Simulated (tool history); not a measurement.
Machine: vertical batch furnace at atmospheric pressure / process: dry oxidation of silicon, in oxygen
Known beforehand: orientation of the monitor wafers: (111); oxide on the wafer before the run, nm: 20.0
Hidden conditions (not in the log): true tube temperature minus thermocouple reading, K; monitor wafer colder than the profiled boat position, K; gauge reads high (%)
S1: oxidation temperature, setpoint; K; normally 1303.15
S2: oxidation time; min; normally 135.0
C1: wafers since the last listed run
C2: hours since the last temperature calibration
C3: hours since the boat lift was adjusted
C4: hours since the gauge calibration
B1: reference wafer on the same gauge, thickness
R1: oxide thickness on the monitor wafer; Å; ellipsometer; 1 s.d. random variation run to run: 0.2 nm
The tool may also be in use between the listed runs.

run,hour,S1,S2,C1,C2,C3,C4,B1,R1
1,0.0,1303.15,135.0,0,2712.4,2188.1,30.9,128.03,1338.2
2,16.1,1303.15,135.0,147,2728.5,2204.2,47.0,128.01,1339.1
3,36.3,1303.15,135.0,184,2748.7,2224.4,67.2,127.99,1339.1
4,55.1,1303.15,135.0,172,2767.5,2243.2,86.0,128.01,1339.6
5,68.3,1303.15,135.0,120,2780.7,2256.4,99.2,127.98,1340.6
6,84.0,1303.15,135.0,143,2796.4,2272.1,114.9,128.00,1332.9
7,105.7,1303.15,135.0,198,2818.1,2293.8,136.6,127.98,1336.7
# hour 143.9: boat lift adjusted
8,144.4,1295.15,135.0,134,2856.8,0.5,175.3,127.99,1279.7
9,165.9,1295.15,135.0,196,2878.3,22.0,196.8,128.05,1276.1
# hour 195.0: thermocouples replaced and temperature profile calibrated
10,195.5,1323.15,150.5,51,0.5,51.6,226.4,128.01,1589.8
11,229.7,1303.15,84.5,313,34.7,85.8,260.6,128.01,1016.1
12,244.3,1281.15,115.0,133,49.3,100.4,275.2,128.04,1069.2
13,266.3,1317.15,96.5,201,71.3,122.4,297.2,127.95,1186.6
14,279.9,1282.15,107.5,124,84.9,136.0,310.8,128.01,1032.1
# hour 282.6: gauge calibrated
15,296.5,1326.15,106.0,152,101.5,152.6,13.9,128.03,1314.3

The next listed run, before its measurement:
16,319.8,1281.15,113.0,213,124.8,175.9,37.2,?,?

{"run 16": {"B1": 128.02, "R1": 1055.5}}
Without the tool's hidden state the same run would have given R1 1055.5 Å.
